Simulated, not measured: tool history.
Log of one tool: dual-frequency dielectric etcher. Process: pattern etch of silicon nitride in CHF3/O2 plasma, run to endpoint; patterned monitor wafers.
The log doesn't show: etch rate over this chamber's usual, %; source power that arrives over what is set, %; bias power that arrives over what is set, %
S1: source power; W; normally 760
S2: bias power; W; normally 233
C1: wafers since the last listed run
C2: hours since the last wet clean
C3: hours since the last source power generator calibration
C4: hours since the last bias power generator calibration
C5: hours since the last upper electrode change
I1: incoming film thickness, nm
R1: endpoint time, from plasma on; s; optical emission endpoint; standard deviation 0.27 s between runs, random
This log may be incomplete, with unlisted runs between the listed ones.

run 1 hour=0 | S1=760 S2=233 | C1=0 C2=26.7 C3=2646.4 C4=2968.9 C5=4017.7 | I1=88.7 | R1=47.8
run 2 hour=75.9 | S1=760 S2=233 | C1=1074 C2=102.6 C3=2722.3 C4=3044.8 C5=4093.6 | I1=89.2 | R1=48.8
run 3 hour=144.3 | S1=760 S2=198 | C1=968 C2=171 C3=2790.7 C4=3113.2 C5=4162 | I1=88.1 | R1=50.5
run 4 hour=188.6 | S1=760 S2=198 | C1=627 C2=215.3 C3=2835 C4=3157.5 C5=4206.3 | I1=89.5 | R1=51.4
run 5 hour=248.6 | S1=760 S2=198 | C1=849 C2=275.3 C3=2895 C4=3217.5 C5=4266.3 | I1=89.7 | R1=52.1
run 6 hour=325 | S1=760 S2=265 | C1=1081 C2=351.7 C3=2971.4 C4=3293.9 C5=4342.7 | I1=89.3 | R1=48.8
run 7 hour=375.2 | S1=760 S2=199 | C1=710 C2=401.9 C3=3021.6 C4=3344.1 C5=4392.9 | I1=89.4 | R1=52.1
run 8 hour=439.9 | S1=760 S2=199 | C1=915 C2=466.6 C3=3086.3 C4=3408.8 C5=4457.6 | I1=89.9 | R1=52.4
-- hour=445 bias power generator calibrated
run 9 hour=517.8 | S1=760 S2=233 | C1=1046 C2=544.5 C3=3164.2 C4=72.8 C5=4535.5 | I1=89.4 | R1=51.6
-- hour=539.5 source power generator calibrated
-- hour=572.9 upper electrode replaced
run 10 hour=611.1 | S1=680 S2=233 | C1=924 C2=637.8 C3=71.6 C4=166.1 C5=38.2 | I1=88.6 | R1=52.7
-- hour=652.5 wet clean of the chamber
run 11 hour=666 | S1=760 S2=195 | C1=437 C2=13.5 C3=126.5 C4=221 C5=93.1 | I1=89.1 | R1=50.4
run 12 hour=758.6 | S1=610 S2=274 | C1=1310 C2=106.1 C3=219.1 C4=313.6 C5=185.7 | I1=89.3 | R1=49.9

Forecast run 13:
run 13 hour=858.6 | S1=670 S2=281 | C1=1415 C2=206.1 C3=319.1 C4=413.6 C5=285.7 | I1=88.5 | R1=?

Run 13 yielded R1 48.1 s.
The same run, on a tool lacking any hidden state, would have yielded R1 47.2 s.
